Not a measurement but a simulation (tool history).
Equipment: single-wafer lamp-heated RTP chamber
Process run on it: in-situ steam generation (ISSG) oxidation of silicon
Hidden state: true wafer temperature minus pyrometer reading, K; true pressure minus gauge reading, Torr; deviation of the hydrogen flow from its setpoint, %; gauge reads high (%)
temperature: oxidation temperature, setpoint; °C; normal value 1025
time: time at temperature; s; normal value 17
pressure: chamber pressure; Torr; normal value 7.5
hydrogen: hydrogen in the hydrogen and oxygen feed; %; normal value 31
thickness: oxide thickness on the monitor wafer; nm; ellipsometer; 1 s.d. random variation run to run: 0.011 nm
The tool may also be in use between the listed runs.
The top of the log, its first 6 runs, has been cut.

| run | hour | temperature | time | pressure | hydrogen | wafers since the last listed run | wafers since the last pyrometer calibration | hours since the pressure gauge was zeroed | hours since the hydrogen flow controller was replaced | hours since the gauge calibration | read-back reference wafer on the same gauge, thickness | thickness |
|---|---|---|---|---|---|---|---|---|---|---|---|---|
|  | 424.6 | pyrometer window cleaned and pyrometer calibrated |
| 7 | 461.3 | 1025 | 17 | 7.5 | 31 | 830 | 421 | 2754.7 | 4504.7 | 376.1 | 5.511 | 6.017 |
| 8 | 558.9 | 1025 | 17 | 7.5 | 31 | 1120 | 1542 | 2852.3 | 4602.3 | 473.7 | 5.511 | 6.061 |
| 9 | 650.4 | 1025 | 17 | 8.4 | 31 | 1050 | 2593 | 2943.8 | 4693.8 | 565.2 | 5.511 | 6.009 |
| 10 | 692.3 | 1031 | 21 | 8.6 | 24 | 481 | 3074 | 2985.7 | 4735.7 | 607.1 | 5.510 | 6.405 |
| 11 | 767.1 | 1025 | 22 | 7.5 | 31 | 859 | 3933 | 3060.5 | 4810.5 | 681.9 | 5.508 | 6.902 |
| 12 | 858.0 | 1025 | 17 | 7.5 | 31 | 1044 | 4977 | 3151.4 | 4901.4 | 772.8 | 5.511 | 6.100 |
| 13 | 901.0 | 1025 | 17 | 7.5 | 31 | 493 | 5471 | 3194.4 | 4944.4 | 815.8 | 5.510 | 6.124 |
| 14 | 1081.4 | 1025 | 17 | 8.9 | 31 | 2072 | 7543 | 3374.8 | 5124.8 | 996.2 | 5.508 | 6.061 |
| 15 | 1140.6 | 1009 | 17 | 8.3 | 24 | 679 | 8223 | 3434.0 | 5184.0 | 1055.4 | 5.510 | 5.333 |
| 16 | 1216.4 | 1025 | 17 | 7.5 | 31 | 870 | 9094 | 3509.8 | 5259.8 | 1131.2 | 5.510 | 6.162 |
| 17 | 1300.2 | 1045 | 17 | 7.5 | 22 | 962 | 10056 | 3593.6 | 5343.6 | 1215.0 | 5.511 | 6.243 |
|  | 1318.4 | pyrometer window cleaned and pyrometer calibrated |
| 18 | 1404.8 | 1025 | 17 | 7.5 | 31 | 1109 | 991 | 3698.2 | 5448.2 | 1319.6 | 5.509 | 6.043 |
|  | 1416.6 | hydrogen flow controller replaced |
|  | 1447.7 | pressure gauge zeroed |
| 19 | 1456.7 | 1025 | 17 | 7.5 | 31 | 412 | 1404 | 9.0 | 40.1 | 1371.5 | 5.510 | 5.999 |
| 20 | 1533.7 | 1025 | 17 | 7.5 | 31 | 884 | 2288 | 86.0 | 117.1 | 1448.5 | 5.511 | 6.020 |
| 21 | 1626.1 | 1034 | 17 | 6.9 | 31 | 1061 | 3349 | 178.4 | 209.5 | 1540.9 | 5.509 | 6.273 |
| 22 | 1711.0 | 1025 | 12 | 7.5 | 32 | 975 | 4325 | 263.3 | 294.4 | 1625.8 | 5.509 | 5.185 |
| 23 | 1749.9 | 1025 | 17 | 7.5 | 31 | 446 | 4771 | 302.2 | 333.3 | 1664.7 | 5.510 | 6.052 |
| 24 | 1848.5 | 1025 | 17 | 7.5 | 31 | 1132 | 5904 | 400.8 | 431.9 | 1763.3 | 5.511 | 6.060 |
| 25 | 1921.0 | 1025 | 17 | 8.5 | 28 | 832 | 6737 | 473.3 | 504.4 | 1835.8 | 5.511 | 5.883 |
|  | 2002.1 | pyrometer window cleaned and pyrometer calibrated |
| 26 | 2020.9 | 1011 | 17 | 7.5 | 31 | 1055 | 215 | 573.2 | 604.3 | 1935.7 | 5.511 | 5.631 |
| 27 | 2123.3 | 1025 | 11 | 7.5 | 31 | 1176 | 1391 | 675.6 | 706.7 | 2038.1 | 5.509 | 4.938 |
| 28 | 2204.9 | 1012 | 14 | 8.2 | 31 | 937 | 2329 | 757.2 | 788.3 | 2119.7 | 5.513 | 5.186 |
| 29 | 2478.5 | 1025 | 17 | 7.1 | 31 | 3142 | 5471 | 1030.8 | 1061.9 | 2393.3 | 5.509 | 6.100 |
| 30 | 2554.9 | 1038 | 20 | 6.9 | 31 | 877 | 6349 | 1107.2 | 1138.3 | 2469.7 | 5.510 | 7.046 |
| 31 | 2649.4 | 1035 | 17 | 6.9 | 27 | 1085 | 7434 | 1201.7 | 1232.8 | 2564.2 | 5.508 | 6.166 |

Each row is a separate what-if for the run after 31, all from the same tool condition, not one after another. Results?
| A | 2649.8 | 1025 | 17 | 7.5 | 31 | 4 | 7439 | 1202.1 | 1233.2 | 2564.6 | ? | ? |
| B | 2649.8 | 1011 | 22 | 6.9 | 32 | 4 | 7439 | 1202.1 | 1233.2 | 2564.6 | ? | ? |
| C | 2649.8 | 1037 | 19 | 6.9 | 21 | 4 | 7439 | 1202.1 | 1233.2 | 2564.6 | ? | ? |
| D | 2649.8 | 1032 | 14 | 7.5 | 32 | 4 | 7439 | 1202.1 | 1233.2 | 2564.6 | ? | ? |

| run | read-back reference wafer on the same gauge, thickness | thickness |
|---|---|---|
| A | 5.510 | 6.099 |
| B | 5.510 | 6.514 |
| C | 5.510 | 6.141 |
| D | 5.510 | 5.804 |
With no hidden state in the tool, these same runs would have given:
| run | thickness |
|---|---|
| A | 5.935 |
| B | 6.341 |
| C | 5.962 |
| D | 5.649 |
